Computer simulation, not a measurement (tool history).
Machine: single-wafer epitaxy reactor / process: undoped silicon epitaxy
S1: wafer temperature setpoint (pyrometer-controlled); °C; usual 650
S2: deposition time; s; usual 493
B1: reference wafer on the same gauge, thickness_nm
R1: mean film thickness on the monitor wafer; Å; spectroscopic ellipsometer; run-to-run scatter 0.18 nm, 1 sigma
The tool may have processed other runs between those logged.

run	hour	S1	S2	B1	R1
1	0	650	493	68.293	822.45
2	93.8	650	493	68.325	819.65
3	129.9	644	441	68.286	638.1
4	236.1	644	441	68.297	637.9
5	383.7	650	493	68.271	816.11
6	438.5	656	423	68.283	806.54
7	476.2	656	423	68.231	808.73
8	536.2	656	423	68.329	807.4
9	629.4	639	455	68.31	580.27
10	679.2	650	460	68.293	762.33
11	748	655	493	68.299	918.02
12	792.5	655	493	68.297	914.9
13	1019.4	650	493	68.331	808.82
14	1104.9	650	493	68.298	809.99
15	1195.5	650	493	68.233	814.66
16	1290.3	650	493	68.323	812.22
17	1345.2	650	493	68.308	812.75
18	1433	650	493	68.292	810.38
19	1513.8	644	493	68.246	698.42
20	1616.8	643	493	68.288	682.9
# hour 1634.3: gauge calibrated
21	1675	650	424	68.338	692.23
22	1755.6	650	398	68.243	648.76
# hour 1815.7: pyrometer calibrated
23	1816.2	660	465	68.258	980.15
24	1897.6	650	493	68.287	819.97
25	1935.4	645	552	68.284	819.8
26	1986.5	656	423	68.252	810.81
27	2065.7	650	493	68.331	821.26
28	2119.4	663	451	68.31	1010.69
29	2171.1	655	522	68.328	978.67
30	2216.6	665	493	68.282	1157.94
31	2281.9	650	493	68.269	813.41
32	2362.9	650	493	68.32	818.18
33	2409.9	659	402	68.317	821.54
34	2488.6	660	493	68.291	1026.39
35	2527.7	645	407	68.276	599.7
36	2607.8	637	586	68.271	710.17
37	2673.2	638	430	68.309	533.41
38	2753.9	659	424	68.317	862.88

What if the next run were any one of these 3? Each begins from the tool's condition after run 38:
A	2754.4	661	493	?	?
B	2754.4	650	536	?	?
C	2754.4	640	493	?	?

run	B1	R1
A	68.346	1051.21
B	68.346	884.71
C	68.346	641.02
Without the tool's unlogged condition, the same runs would have read:
run	R1
A	1064.97
B	896.6
C	649.84
